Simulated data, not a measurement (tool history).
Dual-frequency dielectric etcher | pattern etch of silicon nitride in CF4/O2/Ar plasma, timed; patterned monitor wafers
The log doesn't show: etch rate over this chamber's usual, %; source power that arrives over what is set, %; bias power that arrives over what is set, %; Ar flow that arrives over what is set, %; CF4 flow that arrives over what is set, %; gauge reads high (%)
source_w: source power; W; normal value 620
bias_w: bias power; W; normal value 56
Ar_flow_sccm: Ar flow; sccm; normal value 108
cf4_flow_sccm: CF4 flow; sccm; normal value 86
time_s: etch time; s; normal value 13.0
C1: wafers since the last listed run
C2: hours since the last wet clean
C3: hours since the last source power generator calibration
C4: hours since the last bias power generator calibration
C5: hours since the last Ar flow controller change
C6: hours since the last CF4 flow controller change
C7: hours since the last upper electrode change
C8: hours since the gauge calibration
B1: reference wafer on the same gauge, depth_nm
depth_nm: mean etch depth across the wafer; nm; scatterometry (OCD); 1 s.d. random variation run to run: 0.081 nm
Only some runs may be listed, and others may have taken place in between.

{"run": 1, "day": 0.0, "source_w": 620, "bias_w": 56, "Ar_flow_sccm": 108, "cf4_flow_sccm": 86, "time_s": 13.0, "C1": 0, "C2": 50.8, "C3": 177.3, "C4": 2237.8, "C5": 2701.1, "C6": 1.6, "C7": 3724.6, "C8": 20.4, "B1": 23.4, "depth_nm": 28.1}
{"run": 2, "day": 1.033, "source_w": 620, "bias_w": 56, "Ar_flow_sccm": 108, "cf4_flow_sccm": 86, "time_s": 10.0, "C1": 300, "C2": 75.6, "C3": 202.1, "C4": 2262.6, "C5": 2725.9, "C6": 26.4, "C7": 3749.4, "C8": 45.2, "B1": 23.39, "depth_nm": 21.61}
{"run": 3, "day": 2.354, "source_w": 760, "bias_w": 56, "Ar_flow_sccm": 131, "cf4_flow_sccm": 86, "time_s": 13.0, "C1": 384, "C2": 107.3, "C3": 233.8, "C4": 2294.3, "C5": 2757.6, "C6": 58.1, "C7": 3781.1, "C8": 76.9, "B1": 23.41, "depth_nm": 31.39}
{"run": 4, "day": 3.642, "source_w": 620, "bias_w": 56, "Ar_flow_sccm": 108, "cf4_flow_sccm": 86, "time_s": 13.0, "C1": 374, "C2": 138.2, "C3": 264.7, "C4": 2325.2, "C5": 2788.5, "C6": 89.0, "C7": 3812.0, "C8": 107.8, "B1": 23.4, "depth_nm": 28.17}
{"day": 4.35, "done": "Ar flow controller replaced"}
{"run": 5, "day": 4.371, "source_w": 620, "bias_w": 56, "Ar_flow_sccm": 128, "cf4_flow_sccm": 86, "time_s": 13.0, "C1": 139, "C2": 155.7, "C3": 282.2, "C4": 2342.7, "C5": 0.5, "C6": 106.5, "C7": 3829.5, "C8": 125.3, "B1": 23.4, "depth_nm": 27.34}
{"run": 6, "day": 5.188, "source_w": 620, "bias_w": 56, "Ar_flow_sccm": 98, "cf4_flow_sccm": 74, "time_s": 16.0, "C1": 237, "C2": 175.3, "C3": 301.8, "C4": 2362.3, "C5": 20.1, "C6": 126.1, "C7": 3849.1, "C8": 144.9, "B1": 23.41, "depth_nm": 34.45}
{"run": 7, "day": 5.817, "source_w": 720, "bias_w": 62, "Ar_flow_sccm": 127, "cf4_flow_sccm": 86, "time_s": 13.0, "C1": 182, "C2": 190.4, "C3": 316.9, "C4": 2377.4, "C5": 35.2, "C6": 141.2, "C7": 3864.2, "C8": 160.0, "B1": 23.4, "depth_nm": 31.38}
{"day": 7.475, "done": "bias power generator calibrated"}
{"day": 7.704, "done": "upper electrode replaced, of another model than before"}
{"run": 8, "day": 7.725, "source_w": 620, "bias_w": 56, "Ar_flow_sccm": 108, "cf4_flow_sccm": 86, "time_s": 13.0, "C1": 439, "C2": 236.2, "C3": 362.7, "C4": 6.0, "C5": 81.0, "C6": 187.0, "C7": 0.5, "C8": 205.8, "B1": 23.4, "depth_nm": 28.54}
{"run": 9, "day": 7.738, "source_w": 620, "bias_w": 56, "Ar_flow_sccm": 108, "cf4_flow_sccm": 86, "time_s": 13.0, "C1": 3, "C2": 236.5, "C3": 363.0, "C4": 6.3, "C5": 81.3, "C6": 187.3, "C7": 0.8, "C8": 206.1, "B1": 23.4, "depth_nm": 28.58}
{"run": 10, "day": 9.033, "source_w": 620, "bias_w": 56, "Ar_flow_sccm": 108, "cf4_flow_sccm": 86, "time_s": 15.5, "C1": 376, "C2": 267.6, "C3": 394.1, "C4": 37.4, "C5": 112.4, "C6": 218.4, "C7": 31.9, "C8": 237.2, "B1": 23.41, "depth_nm": 33.92}
{"run": 11, "day": 10.354, "source_w": 750, "bias_w": 56, "Ar_flow_sccm": 108, "cf4_flow_sccm": 86, "time_s": 13.0, "C1": 384, "C2": 299.3, "C3": 425.8, "C4": 69.1, "C5": 144.1, "C6": 250.1, "C7": 63.6, "C8": 268.9, "B1": 23.4, "depth_nm": 35.3}
{"run": 12, "day": 11.258, "source_w": 470, "bias_w": 44, "Ar_flow_sccm": 108, "cf4_flow_sccm": 104, "time_s": 13.0, "C1": 262, "C2": 321.0, "C3": 447.5, "C4": 90.8, "C5": 165.8, "C6": 271.8, "C7": 85.3, "C8": 290.6, "B1": 23.38, "depth_nm": 20.46}
{"run": 13, "day": 12.625, "source_w": 490, "bias_w": 56, "Ar_flow_sccm": 127, "cf4_flow_sccm": 78, "time_s": 13.0, "C1": 397, "C2": 353.8, "C3": 480.3, "C4": 123.6, "C5": 198.6, "C6": 304.6, "C7": 118.1, "C8": 323.4, "B1": 23.39, "depth_nm": 20.41}
{"run": 14, "day": 13.238, "source_w": 620, "bias_w": 52, "Ar_flow_sccm": 92, "cf4_flow_sccm": 64, "time_s": 11.5, "C1": 178, "C2": 368.5, "C3": 495.0, "C4": 138.3, "C5": 213.3, "C6": 319.3, "C7": 132.8, "C8": 338.1, "B1": 23.38, "depth_nm": 24.36}

Estimate the outcome of run 15 from the log above:
{"run": 15, "day": 14.625, "source_w": 700, "bias_w": 62, "Ar_flow_sccm": 108, "cf4_flow_sccm": 86, "time_s": 13.0, "C1": 403, "C2": 401.8, "C3": 528.3, "C4": 171.6, "C5": 246.6, "C6": 352.6, "C7": 166.1, "C8": 371.4, "B1": "?", "depth_nm": "?"}

B1: 23.41
depth_nm: 33.53 nm
Take away the tool's hidden state, keep the run-to-run variation as it was, and the same run would have given depth_nm 32.56 nm.
